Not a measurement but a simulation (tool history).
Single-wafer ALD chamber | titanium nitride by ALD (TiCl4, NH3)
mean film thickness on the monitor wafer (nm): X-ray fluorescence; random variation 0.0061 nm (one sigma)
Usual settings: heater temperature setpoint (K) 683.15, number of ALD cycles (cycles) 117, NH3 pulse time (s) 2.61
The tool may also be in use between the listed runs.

run   hour  heater temperature setpoint (K)  number of ALD cycles (cycles)  NH3 pulse time (s)  read-back reference wafer on the same gauge, thickness_nm  mean film thickness on the monitor wafer (nm)
  1      0                           683.15                            110                2.61                                                      2.639                                          2.286
  2   14.5                           683.15                            110                2.61                                                       2.64                                          2.297
  3   31.4                           683.15                            117                2.61                                                      2.639                                          2.435
  4   48.2                           683.15                            117                2.61                                                       2.64                                          2.436
  5   57.3                           683.15                            117                2.11                                                      2.639                                          2.396
  6   66.1                           683.15                            117                2.11                                                      2.638                                          2.393
  7     80                           683.15                            117                2.11                                                      2.639                                          2.403
  8     91                           690.15                            117                2.61                                                       2.64                                          2.441
  9  104.3                           690.15                            117                2.61                                                      2.639                                          2.447
 10  111.1                           690.15                            117                2.61                                                      2.641                                           2.44
 11  122.9                           683.15                            117                2.61                                                      2.638                                           2.44

The next listed run, before its measurement:
 12  136.3                           683.15                            125                2.61                                                          ?                                              ?

Run 12 gave read-back reference wafer on the same gauge, thickness_nm 2.64, mean film thickness on the monitor wafer (nm) 2.599.
Without the tool's hidden state the same run would have given mean film thickness on the monitor wafer (nm) 2.599.

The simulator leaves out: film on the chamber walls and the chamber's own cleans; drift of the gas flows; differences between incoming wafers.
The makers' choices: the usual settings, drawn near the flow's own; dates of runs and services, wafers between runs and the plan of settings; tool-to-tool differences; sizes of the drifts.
